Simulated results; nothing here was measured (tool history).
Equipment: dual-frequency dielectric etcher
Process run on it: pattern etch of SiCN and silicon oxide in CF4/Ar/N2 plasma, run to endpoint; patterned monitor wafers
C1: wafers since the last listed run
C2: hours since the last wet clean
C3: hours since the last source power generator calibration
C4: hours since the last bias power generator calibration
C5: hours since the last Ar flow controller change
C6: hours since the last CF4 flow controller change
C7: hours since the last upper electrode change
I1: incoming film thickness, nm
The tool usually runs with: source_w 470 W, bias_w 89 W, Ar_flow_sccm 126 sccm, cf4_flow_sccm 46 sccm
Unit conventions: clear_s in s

run 1 day=0 | source_w=470 bias_w=89 Ar_flow_sccm=126 cf4_flow_sccm=46 | C1=0 C2=109.9 C3=3146.4 C4=3474 C5=5478 C6=5814.7 C7=3676.4 | I1=12.63 | clear_s=13.7
run 2 day=2.1 | source_w=510 bias_w=89 Ar_flow_sccm=126 cf4_flow_sccm=46 | C1=474 C2=160.3 C3=3196.8 C4=3524.4 C5=5528.4 C6=5865.1 C7=3726.8 | I1=12.61 | clear_s=13
run 3 day=5.4 | source_w=510 bias_w=89 Ar_flow_sccm=126 cf4_flow_sccm=46 | C1=745 C2=239.5 C3=3276 C4=3603.6 C5=5607.6 C6=5944.3 C7=3806 | I1=12.58 | clear_s=12.6
run 4 day=9.079 | source_w=470 bias_w=89 Ar_flow_sccm=126 cf4_flow_sccm=46 | C1=831 C2=327.8 C3=3364.3 C4=3691.9 C5=5695.9 C6=6032.6 C7=3894.3 | I1=12.54 | clear_s=13.3
-- day=11.962 wet clean of the chamber
run 5 day=13.479 | source_w=470 bias_w=89 Ar_flow_sccm=126 cf4_flow_sccm=46 | C1=768 C2=36.4 C3=3469.9 C4=3797.5 C5=5801.5 C6=6138.2 C7=3999.9 | I1=12.7 | clear_s=13.9
-- day=15.196 CF4 flow controller replaced
run 6 day=17.783 | source_w=470 bias_w=89 Ar_flow_sccm=126 cf4_flow_sccm=46 | C1=916 C2=139.7 C3=3573.2 C4=3900.8 C5=5904.8 C6=62.1 C7=4103.2 | I1=12.73 | clear_s=13.9
run 7 day=21.462 | source_w=470 bias_w=89 Ar_flow_sccm=126 cf4_flow_sccm=46 | C1=831 C2=228 C3=3661.5 C4=3989.1 C5=5993.1 C6=150.4 C7=4191.5 | I1=12.59 | clear_s=13.6
-- day=23.804 bias power generator calibrated
run 8 day=25.562 | source_w=470 bias_w=89 Ar_flow_sccm=126 cf4_flow_sccm=46 | C1=888 C2=326.4 C3=3759.9 C4=42.2 C5=6091.5 C6=248.8 C7=4289.9 | I1=12.57 | clear_s=13.3
run 9 day=29.942 | source_w=470 bias_w=89 Ar_flow_sccm=126 cf4_flow_sccm=46 | C1=989 C2=431.5 C3=3865 C4=147.3 C5=6196.6 C6=353.9 C7=4395 | I1=12.61 | clear_s=13.3
-- day=31.988 wet clean of the chamber
-- day=32.271 Ar flow controller replaced
run 10 day=33.717 | source_w=500 bias_w=89 Ar_flow_sccm=126 cf4_flow_sccm=52 | C1=570 C2=41.5 C3=3955.6 C4=237.9 C5=34.7 C6=444.5 C7=4485.6 | I1=12.61 | clear_s=12.8
-- day=35.804 upper electrode replaced
run 11 day=36.121 | source_w=470 bias_w=89 Ar_flow_sccm=126 cf4_flow_sccm=46 | C1=317 C2=99.2 C3=4013.3 C4=295.6 C5=92.4 C6=502.2 C7=7.6 | I1=12.54 | clear_s=13.6
run 12 day=38.7 | source_w=470 bias_w=89 Ar_flow_sccm=126 cf4_flow_sccm=46 | C1=582 C2=161.1 C3=4075.2 C4=357.5 C5=154.3 C6=564.1 C7=69.5 | I1=12.51 | clear_s=13.5
run 13 day=40.971 | source_w=470 bias_w=89 Ar_flow_sccm=126 cf4_flow_sccm=50 | C1=513 C2=215.6 C3=4129.7 C4=412 C5=208.8 C6=618.6 C7=124 | I1=12.71 | clear_s=13.4
run 14 day=44.771 | source_w=540 bias_w=89 Ar_flow_sccm=156 cf4_flow_sccm=55 | C1=858 C2=306.8 C3=4220.9 C4=503.2 C5=300 C6=709.8 C7=215.2 | I1=12.52 | clear_s=12.1
-- day=50.158 wet clean of the chamber
run 15 day=50.179 | source_w=470 bias_w=107 Ar_flow_sccm=110 cf4_flow_sccm=38 | C1=996 C2=0.5 C3=4350.7 C4=633 C5=429.8 C6=839.6 C7=345 | I1=12.56 | clear_s=12.9
run 16 day=51.321 | source_w=590 bias_w=83 Ar_flow_sccm=105 cf4_flow_sccm=46 | C1=258 C2=27.9 C3=4378.1 C4=660.4 C5=457.2 C6=867 C7=372.4 | I1=12.63 | clear_s=11.7
run 17 day=54.962 | source_w=470 bias_w=89 Ar_flow_sccm=126 cf4_flow_sccm=46 | C1=823 C2=115.3 C3=4465.5 C4=747.8 C5=544.6 C6=954.4 C7=459.8 | I1=12.56 | clear_s=13.7
-- day=56.95 source power generator calibrated
run 18 day=56.988 | source_w=470 bias_w=89 Ar_flow_sccm=126 cf4_flow_sccm=46 | C1=419 C2=163.9 C3=0.9 C4=796.4 C5=593.2 C6=1003 C7=508.4 | I1=12.65 | clear_s=13.7
run 19 day=60.092 | source_w=470 bias_w=89 Ar_flow_sccm=126 cf4_flow_sccm=52 | C1=701 C2=238.4 C3=75.4 C4=870.9 C5=667.7 C6=1077.5 C7=582.9 | I1=12.54 | clear_s=13.3
run 20 day=64.275 | source_w=430 bias_w=109 Ar_flow_sccm=104 cf4_flow_sccm=41 | C1=945 C2=338.8 C3=175.8 C4=971.3 C5=768.1 C6=1177.9 C7=683.3 | I1=12.66 | clear_s=12.9
run 21 day=67.008 | source_w=470 bias_w=89 Ar_flow_sccm=126 cf4_flow_sccm=46 | C1=617 C2=404.4 C3=241.4 C4=1036.9 C5=833.7 C6=1243.5 C7=748.9 | I1=12.62 | clear_s=13.2
-- day=68.788 wet clean of the chamber
run 22 day=69.688 | source_w=550 bias_w=78 Ar_flow_sccm=126 cf4_flow_sccm=46 | C1=379 C2=21.6 C3=305.7 C4=1101.2 C5=898 C6=1307.8 C7=813.2 | I1=12.68 | clear_s=13
run 23 day=73.467 | source_w=470 bias_w=104 Ar_flow_sccm=126 cf4_flow_sccm=46 | C1=854 C2=112.3 C3=396.4 C4=1191.9 C5=988.7 C6=1398.5 C7=903.9 | I1=12.57 | clear_s=12.7
run 24 day=76.133 | source_w=390 bias_w=83 Ar_flow_sccm=139 cf4_flow_sccm=36 | C1=602 C2=176.3 C3=460.4 C4=1255.9 C5=1052.7 C6=1462.5 C7=967.9 | I1=12.67 | clear_s=17

Below are 4 alternative next runs, each starting from the tool's condition after run 24. Predict each:
run A day=76.15 | source_w=470 bias_w=89 Ar_flow_sccm=126 cf4_flow_sccm=46 | C1=3 C2=176.7 C3=460.8 C4=1256.3 C5=1053.1 C6=1462.9 C7=968.3 | I1=12.69 | clear_s=?
run B day=76.15 | source_w=470 bias_w=89 Ar_flow_sccm=155 cf4_flow_sccm=46 | C1=3 C2=176.7 C3=460.8 C4=1256.3 C5=1053.1 C6=1462.9 C7=968.3 | I1=12.69 | clear_s=?
run C day=76.15 | source_w=390 bias_w=89 Ar_flow_sccm=126 cf4_flow_sccm=56 | C1=3 C2=176.7 C3=460.8 C4=1256.3 C5=1053.1 C6=1462.9 C7=968.3 | I1=12.69 | clear_s=?
run D day=76.15 | source_w=350 bias_w=89 Ar_flow_sccm=154 cf4_flow_sccm=46 | C1=3 C2=176.7 C3=460.8 C4=1256.3 C5=1053.1 C6=1462.9 C7=968.3 | I1=12.69 | clear_s=?

run=A clear_s=13.7
run=B clear_s=14.1
run=C clear_s=15.2
run=D clear_s=17.5
With the hidden condition removed and each run's random variation left untouched, the same runs would have given:
run=A clear_s=14
run=B clear_s=14.4
run=C clear_s=15.6
run=D clear_s=17.9
